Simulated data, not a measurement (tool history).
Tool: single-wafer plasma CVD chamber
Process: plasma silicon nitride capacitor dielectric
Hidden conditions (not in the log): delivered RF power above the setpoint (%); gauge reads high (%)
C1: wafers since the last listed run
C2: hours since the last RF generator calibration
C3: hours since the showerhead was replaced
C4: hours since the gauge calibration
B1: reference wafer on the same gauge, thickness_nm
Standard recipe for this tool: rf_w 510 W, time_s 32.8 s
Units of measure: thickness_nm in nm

{"run": 1, "hour": 0.0, "rf_w": 510, "time_s": 32.8, "C1": 0, "C2": 1334, "C3": 2436.8, "C4": 895.3, "B1": 60.414, "thickness_nm": 53.648}
{"run": 2, "hour": 49.5, "rf_w": 510, "time_s": 32.8, "C1": 1147, "C2": 1383.5, "C3": 2486.3, "C4": 944.8, "B1": 60.403, "thickness_nm": 53.049}
{"run": 3, "hour": 75.5, "rf_w": 510, "time_s": 32.8, "C1": 602, "C2": 1409.5, "C3": 2512.3, "C4": 970.8, "B1": 60.483, "thickness_nm": 53.389}
{"run": 4, "hour": 99.5, "rf_w": 510, "time_s": 32.8, "C1": 556, "C2": 1433.5, "C3": 2536.3, "C4": 994.8, "B1": 60.443, "thickness_nm": 53.264}
{"run": 5, "hour": 150.4, "rf_w": 450, "time_s": 29.7, "C1": 1179, "C2": 1484.4, "C3": 2587.2, "C4": 1045.7, "B1": 60.452, "thickness_nm": 46.771}
{"run": 6, "hour": 212.0, "rf_w": 455, "time_s": 32.8, "C1": 1427, "C2": 1546, "C3": 2648.8, "C4": 1107.3, "B1": 60.359, "thickness_nm": 51.661}
{"run": 7, "hour": 238.5, "rf_w": 455, "time_s": 32.8, "C1": 614, "C2": 1572.5, "C3": 2675.3, "C4": 1133.8, "B1": 60.364, "thickness_nm": 51.874}
{"run": 8, "hour": 303.5, "rf_w": 510, "time_s": 37.9, "C1": 1506, "C2": 1637.5, "C3": 2740.3, "C4": 1198.8, "B1": 60.403, "thickness_nm": 61.407}
{"run": 9, "hour": 352.1, "rf_w": 510, "time_s": 37.9, "C1": 1126, "C2": 1686.1, "C3": 2788.9, "C4": 1247.4, "B1": 60.375, "thickness_nm": 61.464}
{"run": 10, "hour": 410.6, "rf_w": 510, "time_s": 37.9, "C1": 1356, "C2": 1744.6, "C3": 2847.4, "C4": 1305.9, "B1": 60.393, "thickness_nm": 61.7}
{"run": 11, "hour": 476.9, "rf_w": 510, "time_s": 32.8, "C1": 1536, "C2": 1810.9, "C3": 2913.7, "C4": 1372.2, "B1": 60.428, "thickness_nm": 53.369}
{"run": 12, "hour": 512.5, "rf_w": 510, "time_s": 32.8, "C1": 825, "C2": 1846.5, "C3": 2949.3, "C4": 1407.8, "B1": 60.353, "thickness_nm": 53.121}
{"hour": 579.0, "done": "gauge calibrated"}
{"run": 13, "hour": 702.7, "rf_w": 510, "time_s": 30.5, "C1": 4408, "C2": 2036.7, "C3": 3139.5, "C4": 123.7, "B1": 60.381, "thickness_nm": 49.099}
{"run": 14, "hour": 749.2, "rf_w": 510, "time_s": 30.5, "C1": 1077, "C2": 2083.2, "C3": 3186, "C4": 170.2, "B1": 60.439, "thickness_nm": 49.397}
{"run": 15, "hour": 813.7, "rf_w": 510, "time_s": 30.5, "C1": 1495, "C2": 2147.7, "C3": 3250.5, "C4": 234.7, "B1": 60.426, "thickness_nm": 49.34}
{"run": 16, "hour": 861.9, "rf_w": 480, "time_s": 29.3, "C1": 1117, "C2": 2195.9, "C3": 3298.7, "C4": 282.9, "B1": 60.396, "thickness_nm": 46.823}
{"run": 17, "hour": 907.6, "rf_w": 480, "time_s": 29.3, "C1": 1059, "C2": 2241.6, "C3": 3344.4, "C4": 328.6, "B1": 60.406, "thickness_nm": 46.997}
{"run": 18, "hour": 964.6, "rf_w": 480, "time_s": 29.3, "C1": 1321, "C2": 2298.6, "C3": 3401.4, "C4": 385.6, "B1": 60.413, "thickness_nm": 46.734}
{"run": 19, "hour": 1007.2, "rf_w": 510, "time_s": 29.8, "C1": 987, "C2": 2341.2, "C3": 3444, "C4": 428.2, "B1": 60.397, "thickness_nm": 48.518}
{"run": 20, "hour": 1043.6, "rf_w": 510, "time_s": 29.8, "C1": 843, "C2": 2377.6, "C3": 3480.4, "C4": 464.6, "B1": 60.426, "thickness_nm": 48.275}
{"run": 21, "hour": 1070.0, "rf_w": 510, "time_s": 29.8, "C1": 611, "C2": 2404, "C3": 3506.8, "C4": 491, "B1": 60.403, "thickness_nm": 48.465}
{"run": 22, "hour": 1118.1, "rf_w": 510, "time_s": 32.8, "C1": 1114, "C2": 2452.1, "C3": 3554.9, "C4": 539.1, "B1": 60.403, "thickness_nm": 53.361}
{"run": 23, "hour": 1159.3, "rf_w": 480, "time_s": 29.3, "C1": 955, "C2": 2493.3, "C3": 3596.1, "C4": 580.3, "B1": 60.421, "thickness_nm": 47.232}
{"run": 24, "hour": 1189.2, "rf_w": 605, "time_s": 30.3, "C1": 693, "C2": 2523.2, "C3": 3626, "C4": 610.2, "B1": 60.403, "thickness_nm": 51.26}
{"run": 25, "hour": 1254.6, "rf_w": 610, "time_s": 31.1, "C1": 1515, "C2": 2588.6, "C3": 3691.4, "C4": 675.6, "B1": 60.38, "thickness_nm": 52.445}
{"hour": 1327.8, "done": "RF generator calibrated"}
{"hour": 1335.9, "done": "showerhead replaced"}
{"run": 26, "hour": 1336.4, "rf_w": 445, "time_s": 29.4, "C1": 1525, "C2": 8.6, "C3": 0.5, "C4": 757.4, "B1": 60.392, "thickness_nm": 45.584}
{"run": 27, "hour": 1392.2, "rf_w": 595, "time_s": 26.3, "C1": 1293, "C2": 64.4, "C3": 56.3, "C4": 813.2, "B1": 60.395, "thickness_nm": 43.547}
{"run": 28, "hour": 1462.6, "rf_w": 545, "time_s": 38.1, "C1": 1631, "C2": 134.8, "C3": 126.7, "C4": 883.6, "B1": 60.414, "thickness_nm": 62.312}
{"run": 29, "hour": 1515.6, "rf_w": 575, "time_s": 36.3, "C1": 1228, "C2": 187.8, "C3": 179.7, "C4": 936.6, "B1": 60.443, "thickness_nm": 59.568}
{"run": 30, "hour": 1568.1, "rf_w": 410, "time_s": 27.4, "C1": 1216, "C2": 240.3, "C3": 232.2, "C4": 989.1, "B1": 60.411, "thickness_nm": 41.984}
{"run": 31, "hour": 1605.4, "rf_w": 410, "time_s": 27.9, "C1": 864, "C2": 277.6, "C3": 269.5, "C4": 1026.4, "B1": 60.415, "thickness_nm": 42.78}
{"run": 32, "hour": 1646.8, "rf_w": 565, "time_s": 38.2, "C1": 959, "C2": 319, "C3": 310.9, "C4": 1067.8, "B1": 60.401, "thickness_nm": 62.763}
{"hour": 1693.5, "done": "RF generator calibrated, repeated, since the last time left the tool worse"}
{"run": 33, "hour": 1831.2, "rf_w": 510, "time_s": 32.8, "C1": 4088, "C2": 137.7, "C3": 495.3, "C4": 1252.2, "B1": 60.414, "thickness_nm": 53.652}
{"run": 34, "hour": 1875.5, "rf_w": 610, "time_s": 32.8, "C1": 1026, "C2": 182, "C3": 539.6, "C4": 1296.5, "B1": 60.453, "thickness_nm": 55.575}
{"hour": 1902.4, "done": "gauge calibrated"}
{"run": 35, "hour": 1939.5, "rf_w": 510, "time_s": 32.8, "C1": 1483, "C2": 246, "C3": 603.6, "C4": 37.1, "B1": 60.431, "thickness_nm": 53.339}
{"run": 36, "hour": 1987.3, "rf_w": 470, "time_s": 32.8, "C1": 1108, "C2": 293.8, "C3": 651.4, "C4": 84.9, "B1": 60.356, "thickness_nm": 52.516}
{"run": 37, "hour": 2053.8, "rf_w": 510, "time_s": 32.8, "C1": 1541, "C2": 360.3, "C3": 717.9, "C4": 151.4, "B1": 60.345, "thickness_nm": 53.804}
{"run": 38, "hour": 2092.6, "rf_w": 585, "time_s": 30.7, "C1": 899, "C2": 399.1, "C3": 756.7, "C4": 190.2, "B1": 60.395, "thickness_nm": 51.31}
{"run": 39, "hour": 2141.2, "rf_w": 595, "time_s": 39.1, "C1": 1126, "C2": 447.7, "C3": 805.3, "C4": 238.8, "B1": 60.401, "thickness_nm": 65.829}
{"run": 40, "hour": 2209.2, "rf_w": 510, "time_s": 32.8, "C1": 1576, "C2": 515.7, "C3": 873.3, "C4": 306.8, "B1": 60.435, "thickness_nm": 53.298}
{"run": 41, "hour": 2270.7, "rf_w": 510, "time_s": 32.8, "C1": 1425, "C2": 577.2, "C3": 934.8, "C4": 368.3, "B1": 60.446, "thickness_nm": 53.327}
{"run": 42, "hour": 2328.7, "rf_w": 550, "time_s": 36.1, "C1": 1344, "C2": 635.2, "C3": 992.8, "C4": 426.3, "B1": 60.37, "thickness_nm": 59.548}
{"run": 43, "hour": 2391.3, "rf_w": 510, "time_s": 32.8, "C1": 1451, "C2": 697.8, "C3": 1055.4, "C4": 488.9, "B1": 60.418, "thickness_nm": 53.088}

Hidden state or all else? Some run-to-run changes of thickness_nm, split into what the settings, what came in and random variation would give without the hidden state, and what is left for the hidden state (with any gauge scatter that isn't in both results):
Run 27 -> 28: rf_w 595 -> 545, time_s 26.3 -> 38.1. thickness_nm +18.765 nm: hidden state -0.421, all else +19.186.
Run 29 -> 30: rf_w 575 -> 410, time_s 36.3 -> 27.4. thickness_nm -17.584 nm: hidden state +0.347, all else -17.931.
Run 31 -> 32: rf_w 410 -> 565, time_s 27.9 -> 38.2. thickness_nm +19.983 nm: hidden state -0.464, all else +20.447.
Run 32 -> 33: rf_w 565 -> 510, time_s 38.2 -> 32.8, RF generator calibrated, repeated, since the last time left the tool worse. thickness_nm -9.111 nm: hidden state +1.311, all else -10.422.
